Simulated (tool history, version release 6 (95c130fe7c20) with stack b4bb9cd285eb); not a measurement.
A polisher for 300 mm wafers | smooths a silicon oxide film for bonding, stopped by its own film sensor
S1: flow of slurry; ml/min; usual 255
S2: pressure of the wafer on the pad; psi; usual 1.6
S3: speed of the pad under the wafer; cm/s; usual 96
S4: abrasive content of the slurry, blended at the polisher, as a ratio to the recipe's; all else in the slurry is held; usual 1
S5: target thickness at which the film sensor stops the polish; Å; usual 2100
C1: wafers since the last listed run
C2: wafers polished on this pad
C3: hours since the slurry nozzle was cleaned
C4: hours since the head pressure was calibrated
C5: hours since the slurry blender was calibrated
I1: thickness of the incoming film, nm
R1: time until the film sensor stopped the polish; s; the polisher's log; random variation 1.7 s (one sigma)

| run | hour | S1 | S2 | S3 | S4 | S5 | C1 | C2 | C3 | C4 | C5 | I1 | R1 |
|---|---|---|---|---|---|---|---|---|---|---|---|---|---|
| 1 | 0 | 255 | 1.6 | 96 | 1 | 2100 | 0 | 1206 | 173.6 | 601.7 | 353.6 | 265 | 111.2 |
| 2 | 63.7 | 255 | 1.6 | 96 | 1 | 2100 | 594 | 1801 | 237.3 | 665.4 | 417.3 | 268 | 120.9 |
| 3 | 96.4 | 255 | 1.6 | 96 | 1 | 2100 | 305 | 2106 | 270 | 698.1 | 450 | 273.9 | 129.1 |
| 4 | 160 | 255 | 1.6 | 96 | 1 | 2100 | 593 | 2699 | 333.6 | 761.7 | 513.6 | 266.4 | 117.5 |
|  | 179.5 | slurry blender recalibrated |
| 5 | 184.6 | 255 | 1.6 | 82 | 1 | 2100 | 210 | 2910 | 358.2 | 786.3 | 5.1 | 268.7 | 139.4 |
| 6 | 249.7 | 255 | 1.6 | 82 | 1 | 2100 | 607 | 3518 | 423.3 | 851.4 | 70.2 | 265.3 | 132.2 |
|  | 307.5 | head pressure recalibrated |
| 7 | 314.8 | 255 | 1.6 | 82 | 1 | 2100 | 588 | 4107 | 488.4 | 7.3 | 135.3 | 268.9 | 138.9 |
|  | 368.6 | worn pad replaced by a new one |
| 8 | 384.2 | 255 | 1.6 | 96 | 0.75 | 2100 | 610 | 146 | 557.8 | 76.7 | 204.7 | 266.6 | 142.6 |
|  | 435.3 | slurry nozzle cleaned, repeated, since the last time left the tool worse |
| 9 | 438.1 | 255 | 1.6 | 96 | 1 | 2100 | 493 | 639 | 2.8 | 130.6 | 258.6 | 268.6 | 114.7 |
| 10 | 477.2 | 255 | 1.6 | 96 | 0.8 | 2100 | 364 | 1004 | 41.9 | 169.7 | 297.7 | 268.5 | 134.7 |
| 11 | 532.6 | 170 | 2.1 | 96 | 0.85 | 2030 | 517 | 1521 | 97.3 | 225.1 | 353.1 | 267.6 | 116.2 |
| 12 | 600.7 | 255 | 1.6 | 96 | 0.8 | 1900 | 635 | 2157 | 165.4 | 293.2 | 421.2 | 273.6 | 183.1 |
| 13 | 670.2 | 255 | 1.6 | 126 | 0.8 | 2100 | 648 | 2806 | 234.9 | 362.7 | 490.7 | 270 | 108.5 |
|  | 677.7 | slurry blender recalibrated |
| 14 | 721.6 | 255 | 1.9 | 96 | 0.9 | 2100 | 461 | 3267 | 286.3 | 414.1 | 43.9 | 266.3 | 99.1 |
| 15 | 791.5 | 255 | 1.6 | 96 | 0.85 | 2100 | 652 | 3919 | 356.2 | 484 | 113.8 | 268.3 | 126.6 |
| 16 | 851.7 | 215 | 1.6 | 96 | 1 | 2200 | 561 | 4481 | 416.4 | 544.2 | 174 | 271.6 | 103.1 |
| 17 | 908.7 | 255 | 1.6 | 96 | 1 | 2100 | 532 | 5013 | 473.4 | 601.2 | 231 | 267.2 | 113.7 |
|  | 971.6 | worn pad replaced by a new one |
| 18 | 972.1 | 255 | 2 | 112 | 1 | 2100 | 554 | 4 | 536.8 | 664.6 | 294.4 | 272.8 | 90.6 |
|  | 990.8 | slurry nozzle cleaned |
| 19 | 1003.8 | 255 | 1.6 | 96 | 1 | 1910 | 286 | 291 | 13 | 696.3 | 326.1 | 267.4 | 149.6 |
| 20 | 1062.2 | 255 | 1.6 | 80 | 1.1 | 2280 | 545 | 836 | 71.4 | 754.7 | 384.5 | 264.9 | 77.7 |
|  | 1079.5 | head pressure recalibrated |
| 21 | 1089.7 | 255 | 1.6 | 96 | 1 | 2100 | 238 | 1074 | 98.9 | 10.2 | 412 | 271.4 | 121 |
| 22 | 1159.8 | 255 | 1.6 | 96 | 1 | 2100 | 654 | 1728 | 169 | 80.3 | 482.1 | 269.5 | 117.1 |

Forecast run 23:
| 23 | 1205.9 | 255 | 1.6 | 96 | 1 | 2100 | 430 | 2159 | 215.1 | 126.4 | 528.2 | 265 | ? |

R1: 108.9 s
Without the tool's hidden state the same run would have given R1 108.5 s.
